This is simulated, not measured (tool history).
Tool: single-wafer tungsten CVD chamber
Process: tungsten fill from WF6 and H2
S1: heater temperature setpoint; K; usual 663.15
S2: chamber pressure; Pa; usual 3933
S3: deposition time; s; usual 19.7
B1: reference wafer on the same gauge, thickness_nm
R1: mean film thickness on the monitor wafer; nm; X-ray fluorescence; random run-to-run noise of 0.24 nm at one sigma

run,hour,S1,S2,S3,B1,R1
1,0,663.15,3933,19.7,42.526,56.617
2,25.7,663.15,3933,19.7,42.477,56.15
3,53.6,663.15,3933,19.7,42.474,56.715
4,70.5,663.15,3933,19.7,42.496,56.301
5,89.6,663.15,3933,19.7,42.58,55.871
6,119.4,663.15,3933,19.7,42.537,55.897
7,137.6,663.15,3933,19.7,42.577,56.895
8,153.6,663.15,3933,19.7,42.513,56.993
9,174.7,663.15,3933,19.7,42.556,56.912
10,208,663.15,3933,19.7,42.503,56.311
11,228.7,663.15,3933,19.7,42.495,56.412
# hour 249.8: showerhead replaced
# hour 287: thermocouple changed; heater temperature recalibrated
12,320.1,663.15,3933,19.7,42.533,49.5
13,350.2,663.15,3933,19.7,42.497,49.252
14,367.6,663.15,3933,19.7,42.507,49.67
# hour 383.1: capacitance manometer re-zeroed and calibrated
15,389.6,671.15,3933,19.7,42.476,59.098
16,422.8,663.15,4573,20.8,42.477,56.778
17,444.8,674.15,4680,22.3,42.512,78.186
18,474.6,663.15,3933,17.8,42.47,45.747

Run 19 is up next; what results do you expect?
# hour 474.9: gauge calibrated
19,487.9,663.15,3933,19.7,?,?

{"run 19": {"B1": 42.585, "R1": 50.291}}
Had the tool carried no hidden state, the very same run would have given R1 48.587 nm.

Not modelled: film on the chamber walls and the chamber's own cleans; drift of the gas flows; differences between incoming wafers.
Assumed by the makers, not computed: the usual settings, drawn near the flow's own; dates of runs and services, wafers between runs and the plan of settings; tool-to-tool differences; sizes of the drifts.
